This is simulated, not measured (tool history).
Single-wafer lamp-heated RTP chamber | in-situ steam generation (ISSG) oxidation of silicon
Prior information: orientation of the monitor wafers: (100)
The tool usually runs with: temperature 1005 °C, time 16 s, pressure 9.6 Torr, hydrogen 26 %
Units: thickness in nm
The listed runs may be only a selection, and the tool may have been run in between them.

run	hour	temperature	time	pressure	hydrogen	wafers since the last listed run	wafers since the last pyrometer calibration	hours since the pressure gauge was zeroed	hours since the hydrogen flow controller was replaced	hours since the gauge calibration	read-back reference wafer on the same gauge, thickness	thickness
1	0	1005	16	9	26	0	8224	3991.1	4242.2	1136.7	5.577	4.997
2	57.7	1005	16	9	26	782	9006	4048.8	4299.9	1194.4	5.584	5.009
# hour 76.7: pyrometer window cleaned and pyrometer calibrated
3	156	1005	16	10	22	1223	1074	4147.1	4398.2	1292.7	5.581	4.715
4	200.9	1005	16	10	22	608	1682	4192	4443.1	1337.6	5.578	4.711
# hour 277.2: pressure gauge zeroed
5	282.9	1005	16	10	22	1002	2685	5.7	4525.1	1419.6	5.583	4.688
6	359.1	1005	16	9.6	26	1032	3718	81.9	4601.3	1495.8	5.58	4.927
7	433	1005	16	9.6	26	1001	4720	155.8	4675.2	1569.7	5.583	4.923
8	512.5	1005	16	9.6	26	1077	5797	235.3	4754.7	1649.2	5.579	4.923
9	584.6	1005	16	9.6	26	977	6774	307.4	4826.8	1721.3	5.58	4.921
10	638.2	1005	16	9.6	26	726	7501	361	4880.4	1774.9	5.585	4.914
11	697.1	1005	16	9.6	17	798	8299	419.9	4939.3	1833.8	5.583	4.483
12	747.3	1011	20	9.6	26	680	8979	470.1	4989.5	1884	5.577	5.601
# hour 777.5: pyrometer window cleaned and pyrometer calibrated
13	795.2	1005	16	9.6	26	540	240	518	5037.4	1931.9	5.579	4.88
# hour 864.4: hydrogen flow controller replaced
14	864.9	1005	20	10.2	26	836	1076	587.7	0.5	2001.6	5.581	5.359
15	900.3	1022	11	9.1	30	479	1556	623.1	35.9	2037	5.581	4.646
16	966.4	1005	16	9.6	26	895	2452	689.2	102	2103.1	5.58	4.9
17	1021.3	1005	16	9.6	26	744	3196	744.1	156.9	2158	5.578	4.918
# hour 1069.6: gauge calibrated
18	1116.3	1005	14	8.5	19	1287	4483	839.1	251.9	46.7	5.581	4.354
19	1208.5	1005	16	9.6	26	1249	5733	931.3	344.1	138.9	5.582	4.915
20	1294.3	1005	16	10.2	26	1162	6896	1017.1	429.9	224.7	5.582	4.887
# hour 1391.9: pyrometer window cleaned and pyrometer calibrated
21	1401.6	1005	19	8.5	31	1345	130	1124.4	537.2	332	5.581	5.617
22	1486.3	1005	16	9.2	26	1147	1278	1209.1	621.9	416.7	5.578	4.948
23	1576.9	1005	16	9.6	32	1227	2506	1299.7	712.5	507.3	5.581	5.177
24	1669.6	1013	19	9.6	26	1256	3763	1392.4	805.2	600	5.583	5.53
25	1847.9	1005	19	9.6	26	2416	6179	1570.7	983.5	778.3	5.58	5.337
26	1929.9	1005	16	10.2	16	1111	7290	1652.7	1065.5	860.3	5.579	4.394
27	2018	1005	22	9.6	26	1194	8484	1740.8	1153.6	948.4	5.58	5.713
# hour 2101.4: pyrometer window cleaned and pyrometer calibrated
28	2101.9	1005	16	9.6	29	1028	7	1824.7	1237.5	1032.3	5.582	5.033
29	2206	1022	16	10.2	26	1410	1418	1928.8	1341.6	1136.4	5.581	5.206
30	2298.2	1020	22	9.6	26	1249	2667	2021	1433.8	1228.6	5.579	6.128
31	2398.7	1005	16	10.2	31	1362	4029	2121.5	1534.3	1329.1	5.579	5.079

Describe how what the log doesn't record of the tool's condition differs between the last listed run preceding each entry between runs and the first listed run following it.
Between runs 2 and 3: pyrometer window cleaned and pyrometer calibrated (hour 76.7)
  true wafer temperature minus pyrometer reading, K: 2.23 -> 0.925; true pressure minus gauge reading, Torr: -0.36 -> -0.362
  the result without the hidden state subtracted from the measured one, thickness: +0.068 -> +0.05 nm
Between runs 4 and 5: pressure gauge zeroed (hour 277.2)
  true wafer temperature minus pyrometer reading, K: 1.23 -> 1.65; true pressure minus gauge reading, Torr: -0.362 -> 0.0744
  the result without the hidden state subtracted from the measured one, thickness: +0.055 -> +0.023 nm
Between runs 12 and 13: pyrometer window cleaned and pyrometer calibrated (hour 777.5)
  true wafer temperature minus pyrometer reading, K: 2.4 -> 0.23; true pressure minus gauge reading, Torr: -0.0557 -> -0.0666
  the result without the hidden state subtracted from the measured one, thickness: +0.065 -> +0.011 nm
Between runs 13 and 14: hydrogen flow controller replaced (hour 864.4)
  true wafer temperature minus pyrometer reading, K: 0.23 -> 0.836; true pressure minus gauge reading, Torr: -0.0666 -> -0.0817
  the result without the hidden state subtracted from the measured one, thickness: +0.011 -> +0.029 nm
Between runs 17 and 18: gauge calibrated (hour 1069.6)
  true wafer temperature minus pyrometer reading, K: 1.64 -> 1.9; true pressure minus gauge reading, Torr: -0.113 -> -0.13
  the result without the hidden state subtracted from the measured one, thickness: +0.043 -> +0.034 nm
Between runs 20 and 21: pyrometer window cleaned and pyrometer calibrated (hour 1391.9)
  true wafer temperature minus pyrometer reading, K: 2.15 -> 0.279; true pressure minus gauge reading, Torr: -0.158 -> -0.174
  the result without the hidden state subtracted from the measured one, thickness: +0.06 -> +0.019 nm
Between runs 27 and 28: pyrometer window cleaned and pyrometer calibrated (hour 2101.4)
  true wafer temperature minus pyrometer reading, K: 2.37 -> 0.0452; true pressure minus gauge reading, Torr: -0.24 -> -0.247
  the result without the hidden state subtracted from the measured one, thickness: +0.083 -> +0.027 nm

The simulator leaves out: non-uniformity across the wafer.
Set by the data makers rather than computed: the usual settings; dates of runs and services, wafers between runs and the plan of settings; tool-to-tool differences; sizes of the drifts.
